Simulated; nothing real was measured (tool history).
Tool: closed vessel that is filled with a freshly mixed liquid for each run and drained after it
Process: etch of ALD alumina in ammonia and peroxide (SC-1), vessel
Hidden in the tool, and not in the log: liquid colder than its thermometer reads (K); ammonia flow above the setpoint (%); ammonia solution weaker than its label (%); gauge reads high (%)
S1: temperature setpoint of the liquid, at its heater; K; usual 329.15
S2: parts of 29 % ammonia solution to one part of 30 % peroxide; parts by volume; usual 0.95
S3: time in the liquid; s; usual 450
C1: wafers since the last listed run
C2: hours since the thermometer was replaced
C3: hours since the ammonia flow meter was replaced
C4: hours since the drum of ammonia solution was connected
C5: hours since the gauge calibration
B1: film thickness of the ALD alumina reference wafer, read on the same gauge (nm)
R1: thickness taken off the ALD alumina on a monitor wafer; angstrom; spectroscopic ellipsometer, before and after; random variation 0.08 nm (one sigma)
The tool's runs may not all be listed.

run	hour	S1	S2	S3	C1	C2	C3	C4	C5	B1	R1
1	0	325.65	0.95	350	0	1863.8	509.1	917	232.8	29.96	244.2
2	7.9	325.65	0.95	350	803	1871.7	517	924.9	240.7	30.02	245.3
3	18	329.15	0.95	450	1027	1881.8	527.1	935	250.8	29.98	378.2
4	34.2	335.65	0.95	450	1648	1898	543.3	951.2	267	30.01	530.4
5	49.3	335.65	0.95	450	1536	1913.1	558.4	966.3	282.1	29.97	529.9
6	57.4	335.15	0.95	450	824	1921.2	566.5	974.4	290.2	30.01	515.9
7	71.4	335.15	0.95	450	1424	1935.2	580.5	988.4	304.2	30.03	515.4
8	88.3	329.15	0.95	450	1719	1952.1	597.4	1005.3	321.1	30	378.1
9	104.9	329.15	0.95	450	1689	1968.7	614	1021.9	337.7	30.04	376.6
10	117.4	329.15	0.95	450	1272	1981.2	626.5	1034.4	350.2	30.02	376.9
11	123.4	329.15	0.95	375	610	1987.2	632.5	1040.4	356.2	29.95	314.6
12	136.7	329.15	0.95	375	1353	2000.5	645.8	1053.7	369.5	30.02	314
13	148.8	329.15	0.95	340	1231	2012.6	657.9	1065.8	381.6	30	284.3
14	155.1	329.15	0.95	585	641	2018.9	664.2	1072.1	387.9	29.97	490.8
# hour 167.1: ammonia flow meter replaced
15	167.7	329.15	0.95	450	1180	2031.5	0.6	1084.7	400.5	30.02	377.1
# hour 182.8: thermometer replaced
16	183.3	332.65	0.95	240	1485	0.5	16.2	1100.3	416.1	30	256.6
17	193.7	325.65	0.6	215	1058	10.9	26.6	1110.7	426.5	29.98	152
18	204.5	329.15	0.6	450	1099	21.7	37.4	1121.5	437.3	30.06	384.7
19	211.9	335.65	1.15	355	753	29.1	44.8	1128.9	444.7	29.94	451
20	225.9	335.15	0.95	345	1424	43.1	58.8	1142.9	458.7	30	420.1
# hour 231.9: gauge calibrated
21	233.6	329.15	0.95	450	783	50.8	66.5	1150.6	1.7	30.05	400
# hour 239.7: new drum of ammonia solution connected
22	241.4	319.15	0.8	450	692	58.6	74.3	1.7	9.5	29.99	228.1
23	254.6	324.15	0.6	280	1343	71.8	87.5	14.9	22.7	30.01	182.4
24	267.1	329.15	0.95	450	1272	84.3	100	27.4	35.2	30.04	401.2
25	275.2	329.15	0.95	450	824	92.4	108.1	35.5	43.3	30.04	400.9
26	281.3	329.15	0.95	450	620	98.5	114.2	41.6	49.4	30.02	400.1
27	298.9	329.15	0.95	450	1791	116.1	131.8	59.2	67	29.98	398.3
28	308.2	321.15	0.8	545	946	125.4	141.1	68.5	76.3	29.98	309
29	316.3	329.15	0.95	450	824	133.5	149.2	76.6	84.4	30.04	399.4
30	334.1	329.15	0.5	370	1811	151.3	167	94.4	102.2	29.98	310

Hidden state at the last listed run before each entry between runs and at the first one after, where it differs:
Between runs 14 and 15: ammonia flow meter replaced (hour 167.1)
  no hidden state differs between the two runs
  measured less the result without the state, R1: -33.1 -> -25.4 angstrom
Between runs 15 and 16: thermometer replaced (hour 182.8)
  liquid colder than its thermometer reads (K): 1.23 -> 0.0475
  measured less the result without the state, R1: -25.4 -> -0.6 angstrom
Between runs 20 and 21: gauge calibrated (hour 231.9)
  liquid colder than its thermometer reads (K): 0.0719 -> 0.0763
  measured less the result without the state, R1: -1.5 -> -1.7 angstrom
Between runs 21 and 22: new drum of ammonia solution connected (hour 239.7)
  liquid colder than its thermometer reads (K): 0.0763 -> 0.0807
  measured less the result without the state, R1: -1.7 -> -1.1 angstrom
